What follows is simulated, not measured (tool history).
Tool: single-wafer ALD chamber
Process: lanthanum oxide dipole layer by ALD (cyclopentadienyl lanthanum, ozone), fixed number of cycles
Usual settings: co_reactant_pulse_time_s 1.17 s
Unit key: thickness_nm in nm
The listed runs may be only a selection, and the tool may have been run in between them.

run	hour	co_reactant_pulse_time_s	read-back reference wafer on the same gauge, thickness_nm	thickness_nm
1	0.0	1.17	0.502	0.444
2	9.4	1.17	0.502	0.448
3	25.6	1.17	0.503	0.446
4	38.7	1.17	0.504	0.450
5	46.9	1.17	0.503	0.441
6	55.1	1.30	0.503	0.462
# hour 90.4: ozone generator serviced
# hour 102.1: showerhead replaced
# hour 106.4: thermocouple changed; heater temperature recalibrated
7	106.9	1.17	0.502	0.520
8	112.3	1.17	0.503	0.524
# hour 117.5: gauge calibrated
9	122.6	1.17	0.504	0.515
10	132.1	1.58	0.504	0.548
11	166.6	1.03	0.503	0.491
12	179.3	0.76	0.504	0.423
13	193.0	0.86	0.502	0.450
14	200.3	1.39	0.503	0.533
15	207.1	1.45	0.503	0.541
16	251.7	1.17	0.503	0.506
17	262.4	0.71	0.502	0.394

3 options for the next run, each taken on its own from the tool as it stands now. Forecast them:
A	262.8	0.83	?	?
B	262.8	1.55	?	?
C	262.8	1.42	?	?

run	read-back reference wafer on the same gauge, thickness_nm	thickness_nm
A	0.502	0.438
B	0.502	0.547
C	0.502	0.538
Without the tool's hidden state the same runs would have given:
run	thickness_nm
A	0.456
B	0.555
C	0.547
